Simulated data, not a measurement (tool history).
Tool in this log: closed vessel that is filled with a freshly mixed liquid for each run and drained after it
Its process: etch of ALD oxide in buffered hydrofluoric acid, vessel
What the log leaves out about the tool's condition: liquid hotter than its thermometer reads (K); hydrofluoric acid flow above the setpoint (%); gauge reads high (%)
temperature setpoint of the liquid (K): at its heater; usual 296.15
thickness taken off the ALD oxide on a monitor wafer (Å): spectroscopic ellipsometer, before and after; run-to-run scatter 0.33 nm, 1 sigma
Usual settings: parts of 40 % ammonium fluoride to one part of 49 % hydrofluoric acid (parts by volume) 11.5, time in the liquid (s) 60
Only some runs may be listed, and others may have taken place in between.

run	day	temperature setpoint of the liquid (K)	parts of 40 % ammonium fluoride to one part of 49 % hydrofluoric acid (parts by volume)	time in the liquid (s)	wafers since the last listed run	hours since the thermometer was replaced	hours since the hydrofluoric acid flow meter was replaced	hours since the gauge calibration	read-back film thickness of the ALD oxide reference wafer, read on the same gauge (nm)	thickness taken off the ALD oxide on a monitor wafer (Å)
1	0.000	296.15	10.5	50	0	967.5	56.2	1255.0	40.02	818.0
2	2.429	296.15	10.5	50	6065	1025.8	114.5	1313.3	40.01	824.1
3	4.479	296.15	10.5	50	5118	1075.0	163.7	1362.5	40.00	830.7
4	8.062	296.15	11.5	60	8947	1161.0	249.7	1448.5	39.99	911.7
5	12.167	296.15	11.5	60	10248	1259.5	348.2	1547.0	40.00	923.6
6	14.617	296.15	11.5	60	6117	1318.3	407.0	1605.8	40.00	923.9
7	18.817	298.15	14.5	60	10487	1419.1	507.8	1706.6	40.00	828.3
8	22.704	296.15	11.5	60	9707	1512.4	601.1	1799.9	39.97	934.0
9	24.217	296.15	11.5	60	3776	1548.7	637.4	1836.2	40.01	941.6
10	27.192	296.15	11.5	60	7428	1620.1	708.8	1907.6	39.99	945.6
11	29.829	296.15	11.5	60	6585	1683.4	772.1	1970.9	40.00	945.7
# day 31.729: hydrofluoric acid flow meter replaced
12	34.208	296.15	11.5	60	10830	1788.5	59.5	2076.0	40.00	917.0
# day 36.083: thermometer replaced
13	38.600	296.15	11.5	60	10861	60.4	164.9	2181.4	40.00	883.0
14	41.162	296.15	11.5	50	6398	121.9	226.4	2242.9	40.00	742.8
15	45.100	296.15	10.0	60	9831	216.4	320.9	2337.4	40.01	1020.4
16	48.621	296.15	11.5	45	8791	300.9	405.4	2421.9	39.99	676.6
17	52.308	296.15	9.0	60	9207	389.4	493.9	2510.4	40.02	1116.0
18	56.633	296.15	8.0	60	10799	493.2	597.7	2614.2	40.01	1277.4
19	58.617	300.15	12.5	60	4952	540.8	645.3	2661.8	40.02	1053.8
# day 61.358: gauge calibrated
20	62.533	292.15	10.0	80	9779	634.8	739.3	28.2	40.01	1108.3
21	66.762	297.65	11.5	60	10560	736.3	840.8	129.7	40.01	1007.1
22	69.058	291.65	11.5	50	5732	791.4	895.9	184.8	40.01	603.8
# day 69.367: hydrofluoric acid flow meter replaced
23	72.254	296.15	11.5	60	7875	868.1	69.3	261.5	40.01	893.5
24	84.083	296.15	11.5	60	29537	1152.0	353.2	545.4	40.01	911.1
25	87.558	296.15	14.5	60	8677	1235.4	436.6	628.8	40.02	730.9
26	97.433	298.15	14.5	60	24657	1472.4	673.6	865.8	40.01	831.4

Run 27, settings as shown, results not yet in. Your forecast:
27	100.329	299.65	11.5	60	7230	1541.9	743.1	935.3	?	?

Run 27 measured read-back film thickness of the ALD oxide reference wafer, read on the same gauge (nm) 40.00, thickness taken off the ALD oxide on a monitor wafer (Å) 1140.3.
If the tool had no hidden condition, the same run with the same run-to-run variation would have returned thickness taken off the ALD oxide on a monitor wafer (Å) 1060.8.
